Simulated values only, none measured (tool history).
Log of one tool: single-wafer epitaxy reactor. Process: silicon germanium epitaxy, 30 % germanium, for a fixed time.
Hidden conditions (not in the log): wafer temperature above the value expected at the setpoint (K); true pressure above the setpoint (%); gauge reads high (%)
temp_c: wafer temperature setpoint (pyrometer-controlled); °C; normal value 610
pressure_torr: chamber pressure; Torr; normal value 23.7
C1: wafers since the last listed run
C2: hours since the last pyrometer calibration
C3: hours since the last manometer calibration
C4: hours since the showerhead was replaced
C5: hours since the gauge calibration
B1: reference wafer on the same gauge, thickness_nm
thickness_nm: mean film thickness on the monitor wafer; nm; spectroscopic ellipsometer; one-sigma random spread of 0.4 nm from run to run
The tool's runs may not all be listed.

{"run": 1, "hour": 0.0, "temp_c": 619, "pressure_torr": 23.7, "C1": 0, "C2": 541.1, "C3": 413.7, "C4": 1865.7, "C5": 841.9, "B1": 63.837, "thickness_nm": 81.899}
{"run": 2, "hour": 83.2, "temp_c": 619, "pressure_torr": 23.7, "C1": 1045, "C2": 624.3, "C3": 496.9, "C4": 1948.9, "C5": 925.1, "B1": 63.797, "thickness_nm": 81.797}
{"run": 3, "hour": 134.4, "temp_c": 619, "pressure_torr": 23.7, "C1": 643, "C2": 675.5, "C3": 548.1, "C4": 2000.1, "C5": 976.3, "B1": 63.801, "thickness_nm": 82.259}
{"run": 4, "hour": 227.9, "temp_c": 610, "pressure_torr": 23.7, "C1": 1175, "C2": 769, "C3": 641.6, "C4": 2093.6, "C5": 1069.8, "B1": 63.724, "thickness_nm": 71.079}
{"run": 5, "hour": 304.4, "temp_c": 610, "pressure_torr": 23.7, "C1": 961, "C2": 845.5, "C3": 718.1, "C4": 2170.1, "C5": 1146.3, "B1": 63.383, "thickness_nm": 71.207}
{"run": 6, "hour": 354.7, "temp_c": 610, "pressure_torr": 23.7, "C1": 632, "C2": 895.8, "C3": 768.4, "C4": 2220.4, "C5": 1196.6, "B1": 63.352, "thickness_nm": 70.382}
{"run": 7, "hour": 440.5, "temp_c": 610, "pressure_torr": 23.7, "C1": 1078, "C2": 981.6, "C3": 854.2, "C4": 2306.2, "C5": 1282.4, "B1": 63.396, "thickness_nm": 71.021}
{"run": 8, "hour": 480.1, "temp_c": 610, "pressure_torr": 23.7, "C1": 497, "C2": 1021.2, "C3": 893.8, "C4": 2345.8, "C5": 1322, "B1": 63.491, "thickness_nm": 71.03}
{"run": 9, "hour": 534.9, "temp_c": 610, "pressure_torr": 23.7, "C1": 688, "C2": 1076, "C3": 948.6, "C4": 2400.6, "C5": 1376.8, "B1": 63.177, "thickness_nm": 70.702}
{"run": 10, "hour": 596.1, "temp_c": 610, "pressure_torr": 23.7, "C1": 769, "C2": 1137.2, "C3": 1009.8, "C4": 2461.8, "C5": 1438, "B1": 63.29, "thickness_nm": 70.957}
{"hour": 622.2, "done": "pyrometer calibrated"}
{"run": 11, "hour": 697.1, "temp_c": 610, "pressure_torr": 23.7, "C1": 1168, "C2": 74.9, "C3": 1110.8, "C4": 2562.8, "C5": 1539, "B1": 63.196, "thickness_nm": 71.287}
{"run": 12, "hour": 771.3, "temp_c": 610, "pressure_torr": 23.7, "C1": 932, "C2": 149.1, "C3": 1185, "C4": 2637, "C5": 1613.2, "B1": 63.217, "thickness_nm": 70.98}
{"hour": 829.6, "done": "capacitance manometer re-zeroed and calibrated"}
{"run": 13, "hour": 874.8, "temp_c": 610, "pressure_torr": 23.7, "C1": 1200, "C2": 252.6, "C3": 45.2, "C4": 2740.5, "C5": 1716.7, "B1": 63.245, "thickness_nm": 71.284}
{"run": 14, "hour": 977.4, "temp_c": 600, "pressure_torr": 20.1, "C1": 1289, "C2": 355.2, "C3": 147.8, "C4": 2843.1, "C5": 1819.3, "B1": 63.255, "thickness_nm": 56.623}
{"run": 15, "hour": 1070.2, "temp_c": 610, "pressure_torr": 18, "C1": 1166, "C2": 448, "C3": 240.6, "C4": 2935.9, "C5": 1912.1, "B1": 63.236, "thickness_nm": 63.976}

What will run 16 give?
{"run": 16, "hour": 1153.9, "temp_c": 615, "pressure_torr": 20.7, "C1": 1052, "C2": 531.7, "C3": 324.3, "C4": 3019.6, "C5": 1995.8, "B1": "?", "thickness_nm": "?"}

Run 16 came out at B1 63.169, thickness_nm 72.497 nm.
The same run, on a tool lacking any hidden state, would have yielded thickness_nm 75.341 nm.
